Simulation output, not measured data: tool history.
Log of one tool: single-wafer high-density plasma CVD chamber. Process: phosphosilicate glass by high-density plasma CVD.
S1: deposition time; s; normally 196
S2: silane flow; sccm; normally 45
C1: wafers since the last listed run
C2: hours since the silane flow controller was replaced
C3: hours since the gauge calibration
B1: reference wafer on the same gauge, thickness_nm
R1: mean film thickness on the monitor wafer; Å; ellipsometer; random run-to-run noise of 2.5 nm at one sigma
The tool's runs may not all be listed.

{"run": 1, "day": 0.0, "S1": 196, "S2": 45, "C1": 0, "C2": 3108.2, "C3": 277.5, "B1": 792.836, "R1": 7924.71}
{"run": 2, "day": 0.808, "S1": 196, "S2": 45, "C1": 134, "C2": 3127.6, "C3": 296.9, "B1": 792.262, "R1": 7985.62}
{"run": 3, "day": 1.762, "S1": 196, "S2": 45, "C1": 158, "C2": 3150.5, "C3": 319.8, "B1": 793.911, "R1": 8006.76}
{"run": 4, "day": 2.712, "S1": 196, "S2": 45, "C1": 158, "C2": 3173.3, "C3": 342.6, "B1": 792.786, "R1": 7943.39}
{"run": 5, "day": 3.471, "S1": 196, "S2": 49, "C1": 126, "C2": 3191.5, "C3": 360.8, "B1": 794.36, "R1": 8670.87}
{"run": 6, "day": 4.121, "S1": 196, "S2": 49, "C1": 108, "C2": 3207.1, "C3": 376.4, "B1": 795.278, "R1": 8689.4}
{"run": 7, "day": 5.479, "S1": 180, "S2": 40, "C1": 226, "C2": 3239.7, "C3": 409, "B1": 795.461, "R1": 6543.93}
{"run": 8, "day": 6.733, "S1": 196, "S2": 40, "C1": 208, "C2": 3269.8, "C3": 439.1, "B1": 796.003, "R1": 7097.56}
{"run": 9, "day": 7.946, "S1": 196, "S2": 45, "C1": 202, "C2": 3298.9, "C3": 468.2, "B1": 797.37, "R1": 8046.21}
{"run": 10, "day": 8.983, "S1": 196, "S2": 45, "C1": 172, "C2": 3323.8, "C3": 493.1, "B1": 796.903, "R1": 8003.87}
{"run": 11, "day": 9.7, "S1": 196, "S2": 45, "C1": 119, "C2": 3341, "C3": 510.3, "B1": 797.939, "R1": 7998.39}
{"run": 12, "day": 12.292, "S1": 196, "S2": 50, "C1": 431, "C2": 3403.2, "C3": 572.5, "B1": 800.326, "R1": 8947.89}
{"run": 13, "day": 13.158, "S1": 196, "S2": 50, "C1": 144, "C2": 3424, "C3": 593.3, "B1": 801.32, "R1": 8957.02}
{"run": 14, "day": 17.388, "S1": 211, "S2": 45, "C1": 704, "C2": 3525.5, "C3": 694.8, "B1": 805.592, "R1": 8732.98}
{"run": 15, "day": 17.9, "S1": 211, "S2": 45, "C1": 85, "C2": 3537.8, "C3": 707.1, "B1": 805.871, "R1": 8768.8}
{"run": 16, "day": 18.412, "S1": 211, "S2": 45, "C1": 85, "C2": 3550.1, "C3": 719.4, "B1": 806.644, "R1": 8669.59}
{"run": 17, "day": 19.1, "S1": 196, "S2": 45, "C1": 114, "C2": 3566.6, "C3": 735.9, "B1": 808.181, "R1": 8128.55}
{"run": 18, "day": 20.433, "S1": 196, "S2": 45, "C1": 222, "C2": 3598.6, "C3": 767.9, "B1": 810.197, "R1": 8119.71}
{"run": 19, "day": 21.121, "S1": 196, "S2": 45, "C1": 114, "C2": 3615.1, "C3": 784.4, "B1": 811.039, "R1": 8109.95}
{"run": 20, "day": 21.879, "S1": 196, "S2": 41, "C1": 126, "C2": 3633.3, "C3": 802.6, "B1": 811.599, "R1": 7392.23}
{"run": 21, "day": 22.875, "S1": 196, "S2": 45, "C1": 165, "C2": 3657.2, "C3": 826.5, "B1": 813.273, "R1": 8184.06}
{"day": 23.842, "done": "gauge calibrated"}
{"run": 22, "day": 24.317, "S1": 196, "S2": 45, "C1": 240, "C2": 3691.8, "C3": 11.4, "B1": 789.236, "R1": 7918.05}
{"run": 23, "day": 25.15, "S1": 196, "S2": 51, "C1": 138, "C2": 3711.8, "C3": 31.4, "B1": 787.34, "R1": 8926.69}
{"run": 24, "day": 26.229, "S1": 196, "S2": 45, "C1": 179, "C2": 3737.7, "C3": 57.3, "B1": 787.363, "R1": 7955.06}
{"run": 25, "day": 27.167, "S1": 196, "S2": 45, "C1": 156, "C2": 3760.2, "C3": 79.8, "B1": 787.94, "R1": 7951.89}
{"run": 26, "day": 27.742, "S1": 223, "S2": 45, "C1": 95, "C2": 3774, "C3": 93.6, "B1": 787.791, "R1": 9064.26}
{"run": 27, "day": 29.221, "S1": 196, "S2": 45, "C1": 246, "C2": 3809.5, "C3": 129.1, "B1": 788.362, "R1": 7946.67}
{"day": 30.338, "done": "silane flow controller replaced"}
{"run": 28, "day": 30.358, "S1": 214, "S2": 53, "C1": 133, "C2": 0.5, "C3": 156.4, "B1": 790.036, "R1": 10212.97}
{"run": 29, "day": 31.225, "S1": 196, "S2": 48, "C1": 144, "C2": 21.3, "C3": 177.2, "B1": 788.503, "R1": 8495.62}
{"run": 30, "day": 31.904, "S1": 196, "S2": 45, "C1": 113, "C2": 37.6, "C3": 193.5, "B1": 788.435, "R1": 7922.56}
{"run": 31, "day": 33.371, "S1": 158, "S2": 40, "C1": 244, "C2": 72.8, "C3": 228.7, "B1": 789.677, "R1": 5701.38}
{"run": 32, "day": 34.846, "S1": 196, "S2": 45, "C1": 245, "C2": 108.2, "C3": 264.1, "B1": 789.691, "R1": 7983.01}
{"run": 33, "day": 35.725, "S1": 185, "S2": 51, "C1": 146, "C2": 129.3, "C3": 285.2, "B1": 790.022, "R1": 8487.97}
{"run": 34, "day": 36.388, "S1": 196, "S2": 45, "C1": 110, "C2": 145.2, "C3": 301.1, "B1": 790.51, "R1": 7901.71}
{"run": 35, "day": 37.65, "S1": 196, "S2": 45, "C1": 210, "C2": 175.5, "C3": 331.4, "B1": 791.419, "R1": 7935.73}
{"run": 36, "day": 38.329, "S1": 196, "S2": 45, "C1": 113, "C2": 191.8, "C3": 347.7, "B1": 791.392, "R1": 7990}
{"run": 37, "day": 38.833, "S1": 162, "S2": 49, "C1": 84, "C2": 203.9, "C3": 359.8, "B1": 791.748, "R1": 7136.75}
{"run": 38, "day": 40.029, "S1": 223, "S2": 38, "C1": 199, "C2": 232.6, "C3": 388.5, "B1": 791.51, "R1": 7673.51}
{"run": 39, "day": 41.112, "S1": 223, "S2": 45, "C1": 180, "C2": 258.6, "C3": 414.5, "B1": 793.613, "R1": 9086.46}
{"run": 40, "day": 42.488, "S1": 168, "S2": 41, "C1": 229, "C2": 291.6, "C3": 447.5, "B1": 794.288, "R1": 6229.96}
{"run": 41, "day": 43.017, "S1": 225, "S2": 52, "C1": 88, "C2": 304.3, "C3": 460.2, "B1": 794.273, "R1": 10608.59}
{"run": 42, "day": 44.054, "S1": 163, "S2": 42, "C1": 172, "C2": 329.2, "C3": 485.1, "B1": 796.118, "R1": 6211.66}
{"run": 43, "day": 45.262, "S1": 165, "S2": 45, "C1": 201, "C2": 358.2, "C3": 514.1, "B1": 797.514, "R1": 6756.7}
{"run": 44, "day": 46.062, "S1": 218, "S2": 39, "C1": 133, "C2": 377.4, "C3": 533.3, "B1": 796.277, "R1": 7717.54}
{"run": 45, "day": 46.575, "S1": 218, "S2": 54, "C1": 85, "C2": 389.7, "C3": 545.6, "B1": 798.229, "R1": 10776.67}
{"run": 46, "day": 47.454, "S1": 196, "S2": 45, "C1": 146, "C2": 410.8, "C3": 566.7, "B1": 798.748, "R1": 8024.6}

How the hidden state differs across the entries between the runs, from the last listed run before each to the first after it:
Runs 21 to 22: gauge calibrated (day 23.842)
  gauge reads high (%): 3.1 -> -0.0331
  measured value less the no-hidden-state value, R1: +245.73 -> -2.62 Å
Runs 27 to 28: silane flow controller replaced (day 30.338)
  gauge reads high (%): 0.0363 -> 0.069
  measured value less the no-hidden-state value, R1: +2.88 -> +7.04 Å
